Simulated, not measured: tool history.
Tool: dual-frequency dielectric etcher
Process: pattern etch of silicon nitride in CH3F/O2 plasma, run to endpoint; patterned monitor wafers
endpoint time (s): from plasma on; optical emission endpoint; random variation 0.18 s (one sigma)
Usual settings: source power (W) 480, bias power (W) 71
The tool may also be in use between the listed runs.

run	hour	source power (W)	bias power (W)	wafers since the last listed run	hours since the last wet clean	hours since the last source power generator calibration	hours since the last bias power generator calibration	hours since the last upper electrode change	incoming incoming film thickness, nm	endpoint time (s)
1	0.0	440	71	0	413.1	3066.1	1173.1	4088.7	58.8	60.7
2	15.9	440	71	140	429.0	3082.0	1189.0	4104.6	58.8	60.5
3	24.2	480	71	73	437.3	3090.3	1197.3	4112.9	58.6	59.3
4	74.3	480	71	441	487.4	3140.4	1247.4	4163.0	58.2	58.5
5	89.1	480	71	130	502.2	3155.2	1262.2	4177.8	59.1	59.4
6	102.7	480	66	119	515.8	3168.8	1275.8	4191.4	58.6	60.5
7	116.1	480	66	118	529.2	3182.2	1289.2	4204.8	59.0	61.1
8	122.5	480	66	56	535.6	3188.6	1295.6	4211.2	59.0	61.3
9	133.4	480	71	96	546.5	3199.5	1306.5	4222.1	58.9	59.5
10	143.4	480	71	88	556.5	3209.5	1316.5	4232.1	58.7	59.1
# hour 166.9: source power generator calibrated
11	187.2	480	71	350	600.3	20.3	1360.3	4275.9	58.3	58.4
12	198.2	480	71	96	611.3	31.3	1371.3	4286.9	59.1	59.1
13	209.0	480	71	95	622.1	42.1	1382.1	4297.7	59.2	59.4
# hour 237.3: wet clean of the chamber
14	237.8	540	59	42	0.5	70.9	1410.9	4326.5	58.9	63.2
15	238.2	480	71	3	0.9	71.3	1411.3	4326.9	59.1	60.5
16	246.3	480	71	71	9.0	79.4	1419.4	4335.0	58.5	60.3
17	258.4	550	84	106	21.1	91.5	1431.5	4347.1	58.7	53.9
# hour 289.0: upper electrode replaced
18	289.5	440	61	62	52.2	122.6	1462.6	0.5	59.1	65.9
19	289.8	480	66	2	52.5	122.9	1462.9	0.8	58.8	61.7
20	292.7	400	71	25	55.4	125.8	1465.8	3.7	58.6	62.6
21	309.8	430	56	150	72.5	142.9	1482.9	20.8	58.7	68.3
22	320.9	480	71	97	83.6	154.0	1494.0	31.9	59.2	60.6
23	330.1	480	86	81	92.8	163.2	1503.2	41.1	58.5	55.2
24	345.5	430	79	135	108.2	178.6	1518.6	56.5	58.7	58.4
# hour 390.1: bias power generator calibrated
25	392.5	440	61	378	155.2	225.6	2.4	103.5	58.6	64.7
26	434.0	510	60	365	196.7	267.1	43.9	145.0	58.9	63.1
27	443.5	480	57	83	206.2	276.6	53.4	154.5	58.6	65.5
28	479.7	450	65	319	242.4	312.8	89.6	190.7	58.5	63.0
29	490.8	510	71	97	253.5	323.9	100.7	201.8	58.5	58.8
30	499.8	480	71	79	262.5	332.9	109.7	210.8	59.3	60.2

Forecast each of these 4 alternatives for the next run:
A	500.3	380	71	4	263.0	333.4	110.2	211.3	59.0	?
B	500.3	480	54	4	263.0	333.4	110.2	211.3	59.0	?
C	500.3	400	62	4	263.0	333.4	110.2	211.3	59.0	?
D	500.3	480	63	4	263.0	333.4	110.2	211.3	59.0	?

run	endpoint time (s)
A	62.8
B	67.0
C	65.8
D	62.8
Without the tool's hidden state the same runs would have given:
run	endpoint time (s)
A	63.4
B	67.6
C	66.4
D	63.4
